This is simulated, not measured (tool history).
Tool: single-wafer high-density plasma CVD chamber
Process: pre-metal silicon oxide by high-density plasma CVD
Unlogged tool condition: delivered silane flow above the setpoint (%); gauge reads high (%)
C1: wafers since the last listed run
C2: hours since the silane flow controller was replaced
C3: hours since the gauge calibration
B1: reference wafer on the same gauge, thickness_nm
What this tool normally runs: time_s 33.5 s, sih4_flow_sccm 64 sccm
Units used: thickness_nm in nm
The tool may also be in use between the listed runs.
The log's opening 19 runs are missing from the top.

At day 16.017: gauge calibrated.
Run 20, day 16.188: usual settings but time_s 30.7 s, sih4_flow_sccm 55 sccm; C1 235; C2 3581.9; C3 4.1; B1 205.958. Result: thickness_nm 180.385 nm.
Run 21, day 17.158: usual settings but time_s 35.6 s, sih4_flow_sccm 56 sccm; C1 317; C2 3605.2; C3 27.4; B1 205.954. Result: thickness_nm 211.477 nm.
Run 22, day 18.183: usual settings but time_s 36.8 s, sih4_flow_sccm 56 sccm; C1 334; C2 3629.8; C3 52; B1 206.102. Result: thickness_nm 217.61 nm.
Run 23, day 19.05: usual settings but time_s 29.4 s; C1 283; C2 3650.6; C3 72.8; B1 206.063. Result: thickness_nm 185.598 nm.
Run 24, day 20.079: usual settings but time_s 28.3 s, sih4_flow_sccm 61 sccm; C1 336; C2 3675.3; C3 97.5; B1 206.081. Result: thickness_nm 175.276 nm.
Run 25, day 21.125: usual settings but time_s 39.3 s, sih4_flow_sccm 68 sccm; C1 341; C2 3700.4; C3 122.6; B1 206.173. Result: thickness_nm 256.128 nm.
Run 26, day 22.542: usual settings; C1 462; C2 3734.4; C3 156.6; B1 205.969. Result: thickness_nm 211.887 nm.
Run 27, day 23.146: usual settings; C1 197; C2 3748.9; C3 171.1; B1 206.15. Result: thickness_nm 212.068 nm.
Run 28, day 23.708: usual settings; C1 183; C2 3762.4; C3 184.6; B1 206.028. Result: thickness_nm 212.072 nm.
Run 29, day 24.608: usual settings; C1 294; C2 3784; C3 206.2; B1 206.046. Result: thickness_nm 211.8 nm.
At day 26.025: silane flow controller replaced.
Run 30, day 26.046: usual settings but time_s 29.1 s; C1 360; C2 0.5; C3 240.7; B1 205.954. Result: thickness_nm 178.6 nm.
Run 31, day 26.821: usual settings but sih4_flow_sccm 71 sccm; C1 253; C2 19.1; C3 259.3; B1 206.079. Result: thickness_nm 216.875 nm.
Run 32, day 28.408: usual settings but time_s 27.3 s, sih4_flow_sccm 53 sccm; C1 518; C2 57.2; C3 297.4; B1 206.11. Result: thickness_nm 153.508 nm.
Run 33, day 29.908: usual settings but time_s 36.9 s, sih4_flow_sccm 54 sccm; C1 490; C2 93.2; C3 333.4; B1 205.935. Result: thickness_nm 209.612 nm.
Run 34, day 31.283: usual settings but time_s 37.9 s; C1 449; C2 126.2; C3 366.4; B1 205.973. Result: thickness_nm 233.427 nm.
Run 35, day 31.862: usual settings but time_s 30.7 s, sih4_flow_sccm 55 sccm; C1 189; C2 140.1; C3 380.3; B1 206.09. Result: thickness_nm 175.833 nm.

Run 36 has not been measured yet. What should we expect?
Run 36, day 33.1: usual settings but time_s 37.7 s; C1 404; C2 169.8; C3 410; B1 ?. Result: thickness_nm ?.

Run 36 gave B1 206.08, thickness_nm 232.004 nm.
Minus the tool's unlogged condition, the same run would have read thickness_nm 231.491 nm.

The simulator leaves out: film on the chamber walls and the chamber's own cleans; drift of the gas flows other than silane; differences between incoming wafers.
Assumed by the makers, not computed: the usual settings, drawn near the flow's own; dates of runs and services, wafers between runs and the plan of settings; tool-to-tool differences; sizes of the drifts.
